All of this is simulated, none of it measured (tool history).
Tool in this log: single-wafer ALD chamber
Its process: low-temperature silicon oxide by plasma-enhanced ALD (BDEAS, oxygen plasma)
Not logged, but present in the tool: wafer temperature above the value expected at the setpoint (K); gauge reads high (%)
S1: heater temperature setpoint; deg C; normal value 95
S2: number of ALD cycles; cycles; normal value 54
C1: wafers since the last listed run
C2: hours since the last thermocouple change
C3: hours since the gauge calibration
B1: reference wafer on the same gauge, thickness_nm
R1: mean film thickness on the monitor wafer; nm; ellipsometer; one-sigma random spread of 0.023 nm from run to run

run   hour   S1  S2  C1      C2     C3     B1      R1
  1    0.0   99  54   0  2125.2   77.1  8.787   8.918
  2    9.1   91  54  45  2134.3   86.2  8.793   9.176
  3   22.7   91  54  68  2147.9   99.8  8.794   9.150
  4   39.1   91  54  82  2164.3  116.2  8.800   9.087
  5   47.5   95  54  42  2172.7  124.6  8.795   9.042
  6   55.8   95  54  41  2181.0  132.9  8.790   9.044
  7   64.1   95  54  41  2189.3  141.2  8.778   9.015
  8   77.6   95  54  68  2202.8  154.7  8.803   9.016
  9   95.0   95  54  87  2220.2  172.1  8.795   9.035
 10  109.7   84  54  74  2234.9  186.8  8.776   9.330
 11  124.7   84  54  75  2249.9  201.8  8.790   9.316
 12  135.9   84  54  56  2261.1  213.0  8.786   9.350
     140.0  -- gauge calibrated
     152.2  -- thermocouple changed; heater temperature recalibrated
 13  152.7   95  54  44     0.5   12.7  8.790   9.017
 14  165.3   95  54  63    13.1   25.3  8.798   9.043
 15  171.5   95  54  31    19.3   31.5  8.791   9.083
 16  181.2   95  54  48    29.0   41.2  8.777   9.025
 17  195.4   82  58  71    43.2   55.4  8.788  10.080
 18  209.8   99  50  72    57.6   69.8  8.787   8.269
 19  221.3   95  54  58    69.1   81.3  8.794   9.053
 20  230.5   95  54  46    78.3   90.5  8.796   9.049
 21  240.8   80  59  51    88.6  100.8  8.782  10.327
 22  251.1   88  64  51    98.9  111.1  8.781  10.949
 23  258.6  103  63  37   106.4  118.6  8.792  10.269
 24  274.6   95  54  80   122.4  134.6  8.781   9.016
 25  283.6   95  54  45   131.4  143.6  8.785   9.008
 26  294.7  104  57  56   142.5  154.7  8.799   9.297
 27  301.1   85  60  32   148.9  161.1  8.794  10.343
 28  308.8   86  62  38   156.6  168.8  8.782  10.652
 29  320.2   90  64  57   168.0  180.2  8.796  10.850
 30  329.5   95  46  46   177.3  189.5  8.787   7.650

What if the next run were any one of these 5? Each begins from the tool's condition after run 30:
  A  330.0   95  54   2  177.8  190.0   ?   ?
  B  330.0  107  58   2  177.8  190.0   ?   ?
  C  330.0  109  45   2  177.8  190.0   ?   ?
  D  330.0   95  45   2  177.8  190.0   ?   ?
  E  330.0   83  62   2  177.8  190.0   ?   ?

run     B1      R1
  A  8.792   9.015
  B  8.792   9.416
  C  8.792   7.282
  D  8.792   7.513
  E  8.792  10.738
With no hidden state in the tool, these same runs would have given:
run      R1
  A   9.015
  B   9.416
  C   7.282
  D   7.513
  E  10.738
